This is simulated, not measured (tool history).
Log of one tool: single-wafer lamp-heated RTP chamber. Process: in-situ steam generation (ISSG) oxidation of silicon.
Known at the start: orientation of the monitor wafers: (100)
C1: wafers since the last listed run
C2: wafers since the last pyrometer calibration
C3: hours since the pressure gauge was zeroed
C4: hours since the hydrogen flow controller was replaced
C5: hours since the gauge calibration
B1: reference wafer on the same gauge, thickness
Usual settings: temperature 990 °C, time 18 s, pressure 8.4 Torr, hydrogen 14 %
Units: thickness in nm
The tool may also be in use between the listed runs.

run 1 day=0 | temperature=990 time=18 pressure=8.4 hydrogen=14 | C1=0 C2=800 C3=3094.4 C4=3218.8 C5=835.1 | B1=4.791 | thickness=4.48
run 2 day=1.888 | temperature=990 time=18 pressure=8.4 hydrogen=14 | C1=417 C2=1218 C3=3139.7 C4=3264.1 C5=880.4 | B1=4.793 | thickness=4.465
-- day=4.071 gauge calibrated
run 3 day=5.488 | temperature=998 time=18 pressure=8.4 hydrogen=14 | C1=796 C2=2015 C3=3226.1 C4=3350.5 C5=34 | B1=4.874 | thickness=4.67
run 4 day=7.079 | temperature=998 time=18 pressure=8.4 hydrogen=14 | C1=352 C2=2367 C3=3264.3 C4=3388.7 C5=72.2 | B1=4.862 | thickness=4.619
run 5 day=10.392 | temperature=990 time=18 pressure=8.4 hydrogen=14 | C1=733 C2=3100 C3=3343.8 C4=3468.2 C5=151.7 | B1=4.843 | thickness=4.506
run 6 day=13.104 | temperature=990 time=18 pressure=8.4 hydrogen=14 | C1=600 C2=3700 C3=3408.9 C4=3533.3 C5=216.8 | B1=4.824 | thickness=4.457
run 7 day=15.146 | temperature=990 time=18 pressure=8.4 hydrogen=14 | C1=451 C2=4152 C3=3457.9 C4=3582.3 C5=265.8 | B1=4.815 | thickness=4.432
run 8 day=18.892 | temperature=990 time=22 pressure=8.4 hydrogen=14 | C1=828 C2=4981 C3=3547.8 C4=3672.2 C5=355.7 | B1=4.804 | thickness=4.907
-- day=19.246 pressure gauge zeroed
run 9 day=20.4 | temperature=990 time=22 pressure=8.4 hydrogen=14 | C1=260 C2=5241 C3=27.7 C4=3708.4 C5=391.9 | B1=4.804 | thickness=4.866
-- day=24.058 pyrometer window cleaned and pyrometer calibrated
run 10 day=24.079 | temperature=990 time=18 pressure=8.4 hydrogen=14 | C1=740 C2=4 C3=116 C4=3796.7 C5=480.2 | B1=4.785 | thickness=4.48
run 11 day=26.729 | temperature=990 time=18 pressure=8.4 hydrogen=14 | C1=586 C2=591 C3=179.6 C4=3860.3 C5=543.8 | B1=4.785 | thickness=4.42
run 12 day=29.558 | temperature=982 time=18 pressure=7.1 hydrogen=14 | C1=626 C2=1217 C3=247.5 C4=3928.2 C5=611.7 | B1=4.778 | thickness=4.266
run 13 day=31.062 | temperature=971 time=22 pressure=9 hydrogen=17 | C1=332 C2=1549 C3=283.6 C4=3964.3 C5=647.8 | B1=4.779 | thickness=4.683
run 14 day=33.138 | temperature=990 time=18 pressure=8.4 hydrogen=14 | C1=459 C2=2009 C3=333.4 C4=4014.1 C5=697.6 | B1=4.776 | thickness=4.46
run 15 day=36.788 | temperature=990 time=12 pressure=9.7 hydrogen=14 | C1=807 C2=2816 C3=421 C4=4101.7 C5=785.2 | B1=4.765 | thickness=3.645
run 16 day=40.517 | temperature=975 time=18 pressure=8.4 hydrogen=11 | C1=825 C2=3642 C3=510.5 C4=4191.2 C5=874.7 | B1=4.767 | thickness=4.05
-- day=41.129 hydrogen flow controller replaced
run 17 day=42.408 | temperature=990 time=12 pressure=8.4 hydrogen=22 | C1=344 C2=3986 C3=555.9 C4=30.7 C5=920.1 | B1=4.762 | thickness=4.145
run 18 day=44.962 | temperature=990 time=18 pressure=8.4 hydrogen=11 | C1=565 C2=4552 C3=617.2 C4=92 C5=981.4 | B1=4.765 | thickness=4.217
-- day=46.45 gauge calibrated
run 19 day=49.258 | temperature=990 time=12 pressure=9.4 hydrogen=14 | C1=950 C2=5502 C3=720.3 C4=195.1 C5=67.4 | B1=4.862 | thickness=3.736
run 20 day=53.671 | temperature=990 time=18 pressure=8.4 hydrogen=21 | C1=976 C2=6479 C3=826.2 C4=301 C5=173.3 | B1=4.829 | thickness=4.881
-- day=55.95 pyrometer window cleaned and pyrometer calibrated
run 21 day=56.104 | temperature=990 time=18 pressure=8.4 hydrogen=14 | C1=464 C2=33 C3=884.6 C4=359.4 C5=231.7 | B1=4.82 | thickness=4.465
run 22 day=59.912 | temperature=982 time=18 pressure=9.7 hydrogen=11 | C1=842 C2=876 C3=976 C4=450.8 C5=323.1 | B1=4.805 | thickness=4.115
run 23 day=62.283 | temperature=985 time=20 pressure=7.6 hydrogen=11 | C1=524 C2=1401 C3=1032.9 C4=507.7 C5=380 | B1=4.802 | thickness=4.345

Forecast each of these 5 alternatives for the next run:
run A day=62.3 | temperature=990 time=18 pressure=8.4 hydrogen=14 | C1=3 C2=1404 C3=1033.3 C4=508.1 C5=380.4 | B1=? | thickness=?
run B day=62.3 | temperature=990 time=14 pressure=8.4 hydrogen=14 | C1=3 C2=1404 C3=1033.3 C4=508.1 C5=380.4 | B1=? | thickness=?
run C day=62.3 | temperature=980 time=18 pressure=7.9 hydrogen=14 | C1=3 C2=1404 C3=1033.3 C4=508.1 C5=380.4 | B1=? | thickness=?
run D day=62.3 | temperature=1005 time=11 pressure=8.4 hydrogen=14 | C1=3 C2=1404 C3=1033.3 C4=508.1 C5=380.4 | B1=? | thickness=?
run E day=62.3 | temperature=990 time=18 pressure=7.2 hydrogen=14 | C1=3 C2=1404 C3=1033.3 C4=508.1 C5=380.4 | B1=? | thickness=?

run=A B1=4.797 thickness=4.467
run=B B1=4.797 thickness=3.992
run=C B1=4.797 thickness=4.312
run=D B1=4.797 thickness=3.779
run=E B1=4.797 thickness=4.448
Without the tool's hidden state the same runs would have given:
run=A thickness=4.554
run=B thickness=4.07
run=C thickness=4.396
run=D thickness=3.852
run=E thickness=4.535
